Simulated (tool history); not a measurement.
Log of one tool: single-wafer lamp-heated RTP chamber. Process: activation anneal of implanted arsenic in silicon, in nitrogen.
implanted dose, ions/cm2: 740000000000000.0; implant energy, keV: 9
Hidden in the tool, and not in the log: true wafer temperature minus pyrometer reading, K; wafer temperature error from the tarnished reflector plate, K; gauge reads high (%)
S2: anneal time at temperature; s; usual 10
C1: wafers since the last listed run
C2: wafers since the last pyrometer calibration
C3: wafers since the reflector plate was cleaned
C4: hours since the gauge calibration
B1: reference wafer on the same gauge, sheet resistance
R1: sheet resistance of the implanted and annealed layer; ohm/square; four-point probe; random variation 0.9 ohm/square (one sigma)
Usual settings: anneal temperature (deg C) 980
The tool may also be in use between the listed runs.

run 1 hour=0 | anneal_temperature_(deg_C)=980 S2=10 | C1=0 C2=723 C3=337 C4=286.5 | B1=212.97 | R1=185.9
run 2 hour=28.7 | anneal_temperature_(deg_C)=980 S2=10 | C1=487 C2=1211 C3=825 C4=315.2 | B1=213.03 | R1=186.57
run 3 hour=52.4 | anneal_temperature_(deg_C)=980 S2=5 | C1=402 C2=1614 C3=1228 C4=338.9 | B1=213.17 | R1=195.9
run 4 hour=64.7 | anneal_temperature_(deg_C)=980 S2=5 | C1=209 C2=1823 C3=1437 C4=351.2 | B1=212.91 | R1=194.1
run 5 hour=82.8 | anneal_temperature_(deg_C)=980 S2=5 | C1=307 C2=2131 C3=1745 C4=369.3 | B1=212.88 | R1=196.62
run 6 hour=113.5 | anneal_temperature_(deg_C)=980 S2=10 | C1=521 C2=2652 C3=2267 C4=400 | B1=212.88 | R1=184.26
run 7 hour=126.6 | anneal_temperature_(deg_C)=980 S2=10 | C1=222 C2=2875 C3=2489 C4=413.1 | B1=213.01 | R1=185.72
run 8 hour=153.3 | anneal_temperature_(deg_C)=980 S2=10 | C1=453 C2=3329 C3=2943 C4=439.8 | B1=212.97 | R1=186.28
-- hour=194.4 pyrometer window cleaned and pyrometer calibrated
run 9 hour=194.9 | anneal_temperature_(deg_C)=980 S2=10 | C1=571 C2=8 C3=3514 C4=481.4 | B1=213.18 | R1=182.64
run 10 hour=219.1 | anneal_temperature_(deg_C)=980 S2=10 | C1=411 C2=419 C3=3925 C4=505.6 | B1=212.99 | R1=186.66
run 11 hour=233.1 | anneal_temperature_(deg_C)=980 S2=10 | C1=237 C2=657 C3=4163 C4=519.6 | B1=213 | R1=184.79
run 12 hour=245.9 | anneal_temperature_(deg_C)=980 S2=10 | C1=217 C2=875 C3=4381 C4=532.4 | B1=213.12 | R1=184.2
run 13 hour=259 | anneal_temperature_(deg_C)=980 S2=10 | C1=222 C2=1098 C3=4604 C4=545.5 | B1=213.08 | R1=183.71
-- hour=287 reflector plate cleaned
run 14 hour=289.2 | anneal_temperature_(deg_C)=980 S2=10 | C1=377 C2=1475 C3=37 C4=575.7 | B1=212.99 | R1=186.04
run 15 hour=310.6 | anneal_temperature_(deg_C)=980 S2=10 | C1=363 C2=1839 C3=400 C4=597.1 | B1=212.95 | R1=186.36
run 16 hour=328.8 | anneal_temperature_(deg_C)=980 S2=10 | C1=309 C2=2148 C3=710 C4=615.3 | B1=212.7 | R1=186.11
run 17 hour=348.6 | anneal_temperature_(deg_C)=980 S2=10 | C1=336 C2=2485 C3=1046 C4=635.1 | B1=213.16 | R1=185.4
run 18 hour=371.8 | anneal_temperature_(deg_C)=1002 S2=12 | C1=394 C2=2879 C3=1441 C4=658.3 | B1=212.86 | R1=174.32
run 19 hour=404.6 | anneal_temperature_(deg_C)=996 S2=15 | C1=557 C2=3436 C3=1998 C4=691.1 | B1=212.96 | R1=172.83
-- hour=414.6 pyrometer window cleaned and pyrometer calibrated
run 20 hour=430 | anneal_temperature_(deg_C)=958 S2=15 | C1=295 C2=261 C3=2294 C4=716.5 | B1=213.28 | R1=190.36
run 21 hour=456 | anneal_temperature_(deg_C)=957 S2=12 | C1=441 C2=703 C3=2736 C4=742.5 | B1=212.99 | R1=193.42
run 22 hour=486.8 | anneal_temperature_(deg_C)=951 S2=14 | C1=523 C2=1226 C3=3259 C4=773.3 | B1=212.82 | R1=192.41
run 23 hour=520.6 | anneal_temperature_(deg_C)=952 S2=5 | C1=574 C2=1801 C3=3834 C4=807.1 | B1=212.89 | R1=209.9
run 24 hour=553 | anneal_temperature_(deg_C)=980 S2=15 | C1=550 C2=2351 C3=4384 C4=839.5 | B1=213.12 | R1=178.93
-- hour=572.4 gauge calibrated
-- hour=620.6 reflector plate cleaned
-- hour=628 pyrometer window cleaned and pyrometer calibrated
run 25 hour=656.3 | anneal_temperature_(deg_C)=980 S2=10 | C1=1494 C2=481 C3=481 C4=83.9 | B1=212.98 | R1=187.34
run 26 hour=668.6 | anneal_temperature_(deg_C)=990 S2=13 | C1=209 C2=690 C3=690 C4=96.2 | B1=212.79 | R1=177.6
run 27 hour=692 | anneal_temperature_(deg_C)=980 S2=7 | C1=397 C2=1088 C3=1088 C4=119.6 | B1=212.92 | R1=191.87
run 28 hour=707.4 | anneal_temperature_(deg_C)=997 S2=13 | C1=261 C2=1350 C3=1350 C4=135 | B1=212.79 | R1=174.54
run 29 hour=728.7 | anneal_temperature_(deg_C)=964 S2=8 | C1=362 C2=1712 C3=1712 C4=156.3 | B1=212.99 | R1=197.28
run 30 hour=753.9 | anneal_temperature_(deg_C)=980 S2=10 | C1=428 C2=2140 C3=2140 C4=181.5 | B1=212.85 | R1=186.27
run 31 hour=769.4 | anneal_temperature_(deg_C)=980 S2=10 | C1=263 C2=2404 C3=2404 C4=197 | B1=213.17 | R1=183.97
run 32 hour=805.3 | anneal_temperature_(deg_C)=980 S2=10 | C1=610 C2=3014 C3=3014 C4=232.9 | B1=212.9 | R1=185.51
-- hour=831.1 pyrometer window cleaned and pyrometer calibrated
run 33 hour=831.6 | anneal_temperature_(deg_C)=970 S2=7 | C1=311 C2=7 C3=3325 C4=259.2 | B1=213.08 | R1=194.23
run 34 hour=850.5 | anneal_temperature_(deg_C)=980 S2=10 | C1=321 C2=328 C3=3646 C4=278.1 | B1=212.94 | R1=185.28

Measured less the same run without the tool's hidden state. The same run-to-run variation is in both; the gauge's scatter may not be:
run=1 R1=-0.58
run=2 R1=-0.89
run=3 R1=-1.28
run=4 R1=-1.41
run=5 R1=-1.64
run=6 R1=-1.76
run=7 R1=-1.9
run=8 R1=-2.19
run=9 R1=-2.58
run=10 R1=-2.9
run=11 R1=-3.01
run=12 R1=-3.14
run=13 R1=-3.26
run=14 R1=-0.44
run=15 R1=-0.66
run=16 R1=-0.85
run=17 R1=-1.05
run=18 R1=-1.33
run=19 R1=-1.73
run=20 R1=-2.33
run=21 R1=-2.7
run=22 R1=-3.32
run=23 R1=-3.56
run=24 R1=-3.2
run=25 R1=-0.78
run=26 R1=-0.9
run=27 R1=-1.21
run=28 R1=-1.34
run=29 R1=-1.81
run=30 R1=-1.79
run=31 R1=-1.93
run=32 R1=-2.33
run=33 R1=-2.97
run=34 R1=-2.79
